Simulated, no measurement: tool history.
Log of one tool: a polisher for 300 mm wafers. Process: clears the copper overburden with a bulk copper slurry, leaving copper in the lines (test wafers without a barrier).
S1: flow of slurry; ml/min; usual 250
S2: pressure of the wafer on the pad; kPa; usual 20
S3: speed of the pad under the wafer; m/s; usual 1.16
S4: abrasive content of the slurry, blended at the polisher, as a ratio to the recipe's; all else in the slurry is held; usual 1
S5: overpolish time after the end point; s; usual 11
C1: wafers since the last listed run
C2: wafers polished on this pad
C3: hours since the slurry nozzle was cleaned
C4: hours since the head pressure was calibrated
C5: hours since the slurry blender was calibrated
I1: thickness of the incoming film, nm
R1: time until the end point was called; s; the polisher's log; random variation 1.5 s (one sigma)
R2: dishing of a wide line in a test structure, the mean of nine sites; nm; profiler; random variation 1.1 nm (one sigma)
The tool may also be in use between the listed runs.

{"run": 1, "hour": 0.0, "S1": 250, "S2": 20, "S3": 1.16, "S4": 1, "S5": 11, "C1": 0, "C2": 387, "C3": 686.8, "C4": 306.2, "C5": 43.1, "I1": 1223.5, "R1": 94.4, "R2": 67.5}
{"run": 2, "hour": 8.3, "S1": 250, "S2": 20, "S3": 1.16, "S4": 1, "S5": 11, "C1": 74, "C2": 462, "C3": 695.1, "C4": 314.5, "C5": 51.4, "I1": 1223.3, "R1": 94.2, "R2": 65.9}
{"run": 3, "hour": 20.1, "S1": 250, "S2": 20, "S3": 1.16, "S4": 1, "S5": 11, "C1": 106, "C2": 568, "C3": 706.9, "C4": 326.3, "C5": 63.2, "I1": 1229.2, "R1": 96.5, "R2": 64.7}
{"run": 4, "hour": 26.6, "S1": 250, "S2": 20, "S3": 1.16, "S4": 0.95, "S5": 11, "C1": 58, "C2": 626, "C3": 713.4, "C4": 332.8, "C5": 69.7, "I1": 1231.3, "R1": 95.9, "R2": 65.4}
{"run": 5, "hour": 39.6, "S1": 250, "S2": 20, "S3": 1.16, "S4": 0.95, "S5": 11, "C1": 116, "C2": 743, "C3": 726.4, "C4": 345.8, "C5": 82.7, "I1": 1255.2, "R1": 102.7, "R2": 65.7}
{"run": 6, "hour": 48.1, "S1": 250, "S2": 20, "S3": 1.16, "S4": 0.95, "S5": 11, "C1": 76, "C2": 819, "C3": 734.9, "C4": 354.3, "C5": 91.2, "I1": 1243.3, "R1": 97.7, "R2": 65.2}
{"run": 7, "hour": 58.5, "S1": 250, "S2": 20, "S3": 1.16, "S4": 1, "S5": 11, "C1": 93, "C2": 913, "C3": 745.3, "C4": 364.7, "C5": 101.6, "I1": 1233.2, "R1": 97.5, "R2": 65.4}
{"run": 8, "hour": 75.0, "S1": 250, "S2": 20, "S3": 1.16, "S4": 1, "S5": 13, "C1": 148, "C2": 1061, "C3": 761.8, "C4": 381.2, "C5": 118.1, "I1": 1250, "R1": 98.3, "R2": 71.8}
{"hour": 80.7, "done": "slurry nozzle cleaned"}
{"run": 9, "hour": 90.2, "S1": 335, "S2": 24.8, "S3": 1.16, "S4": 1.25, "S5": 4, "C1": 127, "C2": 1189, "C3": 9.5, "C4": 396.4, "C5": 133.3, "I1": 1219.4, "R1": 75.5, "R2": 38.4}
{"run": 10, "hour": 99.5, "S1": 250, "S2": 20, "S3": 1.16, "S4": 1, "S5": 11, "C1": 83, "C2": 1272, "C3": 18.8, "C4": 405.7, "C5": 142.6, "I1": 1242, "R1": 101.5, "R2": 62.6}
{"hour": 112.5, "done": "slurry blender recalibrated"}
{"run": 11, "hour": 113.5, "S1": 250, "S2": 20, "S3": 1.16, "S4": 1, "S5": 11, "C1": 107, "C2": 1380, "C3": 32.8, "C4": 419.7, "C5": 1, "I1": 1235.6, "R1": 100.6, "R2": 63.5}
{"hour": 117.5, "done": "worn pad replaced by a new one"}
{"run": 12, "hour": 127.3, "S1": 315, "S2": 20, "S3": 1.16, "S4": 1, "S5": 7, "C1": 88, "C2": 87, "C3": 46.6, "C4": 433.5, "C5": 14.8, "I1": 1229.8, "R1": 91.5, "R2": 50.7}
{"run": 13, "hour": 139.6, "S1": 225, "S2": 20, "S3": 1.28, "S4": 1, "S5": 9, "C1": 110, "C2": 198, "C3": 58.9, "C4": 445.8, "C5": 27.1, "I1": 1248.3, "R1": 90.2, "R2": 63}
{"hour": 148.7, "done": "head pressure recalibrated"}
{"run": 14, "hour": 154.5, "S1": 250, "S2": 20, "S3": 1.16, "S4": 1, "S5": 6, "C1": 115, "C2": 314, "C3": 73.8, "C4": 5.8, "C5": 42, "I1": 1253.3, "R1": 97.2, "R2": 44.5}
{"run": 15, "hour": 208.2, "S1": 250, "S2": 20, "S3": 1.44, "S4": 1, "S5": 15, "C1": 482, "C2": 796, "C3": 127.5, "C4": 59.5, "C5": 95.7, "I1": 1234, "R1": 79.3, "R2": 83.9}

Hidden state at the last listed run before each entry between runs and at the first one after, where it differs:
Between runs 8 and 9: slurry nozzle cleaned (hour 80.7)
  removal rate lost through wear of the pad, %: 3.47 -> 4.4
  measured less the result without the state, R1: +3.4 -> +3.3 s; R2: -1.4 -> -1.4 nm
Between runs 10 and 11: slurry blender recalibrated (hour 112.5)
  removal rate lost through wear of the pad, %: 5.02 -> 6.03
  measured less the result without the state, R1: +5.1 -> +6.1 s; R2: -2 -> -2.4 nm
Between runs 11 and 12: worn pad replaced by a new one (hour 117.5)
  removal rate lost through wear of the pad, %: 6.03 -> 1.15
  measured less the result without the state, R1: +6.1 -> +1 s; R2: -2.4 -> -0.4 nm
Between runs 13 and 14: head pressure recalibrated (hour 148.7)
  removal rate lost through wear of the pad, %: 1.24 -> 1.45
  measured less the result without the state, R1: +1.1 -> +1.4 s; R2: -0.5 -> -0.5 nm
